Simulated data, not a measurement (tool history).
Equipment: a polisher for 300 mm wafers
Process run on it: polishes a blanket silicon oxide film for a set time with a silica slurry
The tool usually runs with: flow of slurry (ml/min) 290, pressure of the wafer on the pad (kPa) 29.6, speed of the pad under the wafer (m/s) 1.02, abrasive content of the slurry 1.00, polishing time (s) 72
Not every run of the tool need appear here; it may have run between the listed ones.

| run | hour | flow of slurry (ml/min) | pressure of the wafer on the pad (kPa) | speed of the pad under the wafer (m/s) | abrasive content of the slurry | polishing time (s) | wafers since the last listed run | wafers polished on this pad | hours since the slurry nozzle was cleaned | hours since the head pressure was calibrated | hours since the slurry blender was calibrated | hours since the conditioning disc was replaced | incoming thickness of the incoming film, nm | film removed (Å) |
|---|---|---|---|---|---|---|---|---|---|---|---|---|---|---|
| 1 | 0.0 | 290 | 37.9 | 1.02 | 1.00 | 72 | 0 | 219 | 234.3 | 370.8 | 30.1 | 178.3 | 1324.7 | 2842 |
| 2 | 8.4 | 290 | 37.9 | 1.02 | 1.00 | 72 | 68 | 287 | 242.7 | 379.2 | 38.5 | 186.7 | 1308.9 | 2855 |
| 3 | 20.0 | 290 | 37.9 | 1.02 | 1.00 | 72 | 94 | 382 | 254.3 | 390.8 | 50.1 | 198.3 | 1334.2 | 2820 |
| 4 | 36.9 | 290 | 29.6 | 1.02 | 1.00 | 72 | 137 | 519 | 271.2 | 407.7 | 67.0 | 215.2 | 1308.4 | 2272 |
| 5 | 45.4 | 290 | 29.6 | 1.02 | 1.00 | 72 | 69 | 589 | 279.7 | 416.2 | 75.5 | 223.7 | 1344.7 | 2313 |
| 6 | 54.7 | 290 | 29.6 | 1.02 | 1.00 | 72 | 75 | 664 | 289.0 | 425.5 | 84.8 | 233.0 | 1319.3 | 2281 |
| 7 | 64.8 | 235 | 29.6 | 1.02 | 1.00 | 72 | 82 | 746 | 299.1 | 435.6 | 94.9 | 243.1 | 1317.5 | 2225 |
|  | 88.9 | head pressure recalibrated |
|  | 92.0 | worn pad replaced by a new one |
| 8 | 95.9 | 290 | 21.4 | 1.02 | 1.00 | 72 | 211 | 32 | 330.2 | 7.0 | 126.0 | 274.2 | 1327.6 | 1880 |
| 9 | 102.3 | 290 | 34.5 | 1.12 | 1.15 | 79 | 52 | 84 | 336.6 | 13.4 | 132.4 | 280.6 | 1307.4 | 3350 |
|  | 112.9 | slurry blender recalibrated |
|  | 139.6 | conditioning disc replaced and pad reconditioned |
| 10 | 142.9 | 290 | 37.9 | 1.02 | 1.00 | 72 | 297 | 381 | 377.2 | 54.0 | 30.0 | 3.3 | 1296.7 | 2866 |
| 11 | 158.5 | 290 | 29.6 | 1.02 | 1.00 | 72 | 126 | 508 | 392.8 | 69.6 | 45.6 | 18.9 | 1326.0 | 2318 |
|  | 166.8 | slurry nozzle cleaned |
| 12 | 176.0 | 260 | 26.2 | 1.02 | 0.85 | 88 | 134 | 643 | 9.2 | 87.1 | 63.1 | 36.4 | 1328.2 | 2384 |
| 13 | 192.6 | 290 | 29.6 | 1.02 | 1.00 | 91 | 135 | 778 | 25.8 | 103.7 | 79.7 | 53.0 | 1329.3 | 2823 |
| 14 | 209.0 | 290 | 29.6 | 0.70 | 1.25 | 72 | 133 | 911 | 42.2 | 120.1 | 96.1 | 69.4 | 1308.8 | 1969 |

Here are 4 independent what-if runs from the current tool condition. What would each one return?
| A | 209.4 | 290 | 29.6 | 1.02 | 1.00 | 72 | 3 | 914 | 42.6 | 120.5 | 96.5 | 69.8 | 1328.3 | ? |
| B | 209.4 | 290 | 35.2 | 1.02 | 0.80 | 89 | 3 | 914 | 42.6 | 120.5 | 96.5 | 69.8 | 1328.3 | ? |
| C | 209.4 | 290 | 29.6 | 1.02 | 1.00 | 89 | 3 | 914 | 42.6 | 120.5 | 96.5 | 69.8 | 1328.3 | ? |
| D | 209.4 | 290 | 35.2 | 1.16 | 1.00 | 72 | 3 | 914 | 42.6 | 120.5 | 96.5 | 69.8 | 1328.3 | ? |

| run | film removed (Å) |
|---|---|
| A | 2236 |
| B | 2840 |
| C | 2764 |
| D | 2773 |
Stripped of hidden state, with their random variation kept, the same runs would have yielded:
| run | film removed (Å) |
|---|---|
| A | 2395 |
| B | 3041 |
| C | 2961 |
| D | 2970 |
